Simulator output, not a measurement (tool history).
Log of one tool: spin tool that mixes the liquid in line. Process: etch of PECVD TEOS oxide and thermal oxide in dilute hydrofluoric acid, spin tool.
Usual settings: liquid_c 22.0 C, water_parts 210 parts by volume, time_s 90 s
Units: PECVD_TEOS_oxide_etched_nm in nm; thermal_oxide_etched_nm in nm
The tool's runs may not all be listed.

run	day	liquid_c	water_parts	time_s	wafers since the last listed run	hours since the thermometer was replaced	hours since the hydrofluoric acid flow meter was replaced	hours since the gauge calibration	read-back film thickness of the PECVD TEOS oxide reference wafer, read on the same gauge (nm)	read-back film thickness of the thermal oxide reference wafer, read on the same gauge (nm)	PECVD_TEOS_oxide_etched_nm	thermal_oxide_etched_nm
1	0.000	22.0	135	90	0	365.9	832.4	1989.6	50.03	59.999	12.98	2.394
2	2.992	22.0	210	90	544	437.7	904.2	2061.4	49.96	59.984	7.70	1.464
3	15.883	18.5	210	90	2345	747.1	1213.6	2370.8	50.01	60.013	6.66	1.266
4	19.929	18.5	210	90	735	844.2	1310.7	2467.9	50.02	60.005	6.65	1.243
5	22.317	18.5	210	90	434	901.5	1368.0	2525.2	49.97	60.005	6.63	1.191
6	25.992	22.0	210	90	668	989.7	1456.2	2613.4	49.97	60.005	7.65	1.458
7	29.879	22.0	210	90	707	1083.0	1549.5	2706.7	50.00	59.979	7.63	1.402
8	33.838	22.0	210	90	720	1178.0	1644.5	2801.7	49.96	59.985	7.60	1.339
9	36.867	19.5	250	55	551	1250.7	1717.2	2874.4	49.98	60.008	3.39	0.599
10	42.608	23.5	250	120	1044	1388.5	1855.0	3012.2	50.00	60.006	8.65	1.540
11	46.454	22.0	295	90	699	1480.8	1947.3	3104.5	50.00	59.986	4.99	0.942
12	55.767	18.5	210	90	1694	1704.3	2170.8	3328.0	50.05	59.994	6.59	1.233
13	58.554	25.5	280	60	507	1771.2	2237.7	3394.9	50.07	60.001	4.01	0.714
14	61.408	17.0	210	90	519	1839.7	2306.2	3463.4	50.00	59.992	6.21	1.178
# day 61.429: gauge calibrated
15	65.788	22.0	210	90	796	1944.8	2411.3	104.6	50.00	59.987	7.46	1.385
16	67.392	17.5	210	90	291	1983.3	2449.8	143.1	49.99	60.016	6.29	1.140
# day 67.450: hydrofluoric acid flow meter replaced
17	69.196	22.0	210	70	320	2026.6	41.9	186.4	49.97	60.008	5.78	1.099
# day 70.192: thermometer replaced
18	72.379	22.0	210	90	571	52.5	118.3	262.8	50.03	60.009	7.72	1.390
19	76.467	17.5	175	140	743	150.6	216.4	360.9	49.99	59.988	12.55	2.409
20	79.533	24.0	160	135	557	224.2	290.0	434.5	50.02	59.998	17.40	3.193
21	82.408	24.0	210	90	523	293.2	359.0	503.5	49.99	59.999	8.34	1.511
22	84.075	20.0	145	90	303	333.2	399.0	543.5	50.03	60.000	11.11	2.049
23	87.804	18.5	210	90	678	422.7	488.5	633.0	50.01	59.998	6.65	1.210
24	89.579	22.0	210	90	322	465.3	531.1	675.6	49.98	60.014	7.71	1.506
25	92.446	22.0	210	140	521	534.1	599.9	744.4	50.03	59.999	11.92	2.179
26	95.400	22.0	210	145	537	605.0	670.8	815.3	49.95	60.002	12.26	2.367

The next listed run, before its measurement:
27	99.833	22.0	210	90	806	711.4	777.2	921.7	?	?	?	?

{"run 27": {"read-back film thickness of the PECVD TEOS oxide reference wafer, read on the same gauge (nm)": 49.96, "read-back film thickness of the thermal oxide reference wafer, read on the same gauge (nm)": 60.014, "PECVD_TEOS_oxide_etched_nm": 7.67, "thermal_oxide_etched_nm": 1.408}}
Without the tool's hidden state the same run would have given PECVD_TEOS_oxide_etched_nm 7.78 nm, thermal_oxide_etched_nm 1.429 nm.
